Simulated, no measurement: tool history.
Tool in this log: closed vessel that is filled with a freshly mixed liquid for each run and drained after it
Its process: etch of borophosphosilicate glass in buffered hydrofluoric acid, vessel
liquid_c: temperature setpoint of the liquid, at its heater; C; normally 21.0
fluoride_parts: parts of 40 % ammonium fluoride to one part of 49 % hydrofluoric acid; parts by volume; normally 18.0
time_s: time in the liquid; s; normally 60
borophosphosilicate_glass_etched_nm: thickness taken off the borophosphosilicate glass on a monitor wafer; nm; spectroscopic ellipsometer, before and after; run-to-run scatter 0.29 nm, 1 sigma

run,hour,liquid_c,fluoride_parts,time_s,wafers since the last listed run,hours since the thermometer was replaced,hours since the hydrofluoric acid flow meter was replaced,hours since the gauge calibration,"read-back film thickness of the borophosphosilicate glass reference wafer, read on the same gauge (nm)",borophosphosilicate_glass_etched_nm
1,0.0,23.0,18.0,45,0,1940.1,129.5,883.5,90.02,31.61
2,73.8,21.0,18.0,60,10203,2013.9,203.3,957.3,90.00,37.85
3,110.5,21.0,18.0,60,5074,2050.6,240.0,994.0,90.02,38.09
4,155.1,21.0,18.0,60,6166,2095.2,284.6,1038.6,89.99,37.93
5,239.6,21.0,18.0,60,11682,2179.7,369.1,1123.1,89.98,38.24
6,297.8,21.0,18.0,60,8046,2237.9,427.3,1181.3,89.99,38.29
7,349.1,21.0,18.0,60,7092,2289.2,478.6,1232.6,90.01,38.24
# hour 360.6: gauge calibrated
8,443.4,21.0,18.0,60,13037,2383.5,572.9,82.8,90.01,38.78
9,620.9,21.0,18.0,60,24541,2561.0,750.4,260.3,89.98,38.54
10,721.3,21.0,18.0,60,13881,2661.4,850.8,360.7,90.03,39.35
11,781.6,21.0,18.0,60,8337,2721.7,911.1,421.0,90.01,39.37
12,880.1,17.5,16.0,70,13618,2820.2,1009.6,519.5,89.99,42.63
13,949.3,21.0,18.0,60,9567,2889.4,1078.8,588.7,90.00,39.78
14,1052.8,21.0,18.0,70,14309,2992.9,1182.3,692.2,89.98,46.12
15,1092.8,21.0,18.0,60,5530,3032.9,1222.3,732.2,90.01,40.21
# hour 1120.6: thermometer replaced
16,1168.5,19.5,18.0,80,10328,47.9,1298.0,807.9,90.02,50.06
# hour 1217.1: hydrofluoric acid flow meter replaced
17,1228.5,21.0,18.0,60,8157,107.9,11.4,867.9,90.00,37.20
18,1266.9,21.0,14.5,60,5309,146.3,49.8,906.3,90.00,45.29
19,1307.6,19.0,14.5,80,5627,187.0,90.5,947.0,89.98,55.25
20,1382.1,23.0,18.0,35,10300,261.5,165.0,1021.5,89.99,24.70
21,1461.4,21.0,18.0,60,10964,340.8,244.3,1100.8,90.03,37.78
22,1530.7,21.0,18.0,60,9581,410.1,313.6,1170.1,90.01,38.04
23,1617.7,17.5,13.0,30,12028,497.1,400.6,1257.1,90.01,21.47
24,1714.0,21.0,18.0,60,13314,593.4,496.9,1353.4,90.01,38.16
# hour 1719.9: gauge calibrated
25,1787.0,17.5,15.5,90,10092,666.4,569.9,67.1,90.00,55.41
26,1849.9,21.0,23.5,60,8696,729.3,632.8,130.0,89.96,31.00
27,1929.5,25.0,14.5,40,11005,808.9,712.4,209.6,90.01,39.79
28,2027.7,21.0,18.0,60,13577,907.1,810.6,307.8,90.00,39.45
29,2073.1,18.0,18.0,60,6277,952.5,856.0,353.2,90.01,32.61
30,2114.0,25.0,13.0,75,5654,993.4,896.9,394.1,90.00,82.65

What if the next run were any one of these 5? Each begins from the tool's condition after run 30:
A,2114.7,21.0,11.5,60,96,994.1,897.6,394.8,?,?
B,2114.7,21.0,18.0,35,96,994.1,897.6,394.8,?,?
C,2114.7,24.5,11.0,95,96,994.1,897.6,394.8,?,?
D,2114.7,22.5,12.5,40,96,994.1,897.6,394.8,?,?
E,2114.7,17.5,13.5,30,96,994.1,897.6,394.8,?,?

run,"read-back film thickness of the borophosphosilicate glass reference wafer, read on the same gauge (nm)",borophosphosilicate_glass_etched_nm
A,89.98,61.77
B,89.98,23.16
C,89.98,123.57
D,89.98,41.18
E,89.98,21.71
With no hidden state in the tool, these same runs would have given:
run,borophosphosilicate_glass_etched_nm
A,58.33
B,21.86
C,116.70
D,38.89
E,20.50

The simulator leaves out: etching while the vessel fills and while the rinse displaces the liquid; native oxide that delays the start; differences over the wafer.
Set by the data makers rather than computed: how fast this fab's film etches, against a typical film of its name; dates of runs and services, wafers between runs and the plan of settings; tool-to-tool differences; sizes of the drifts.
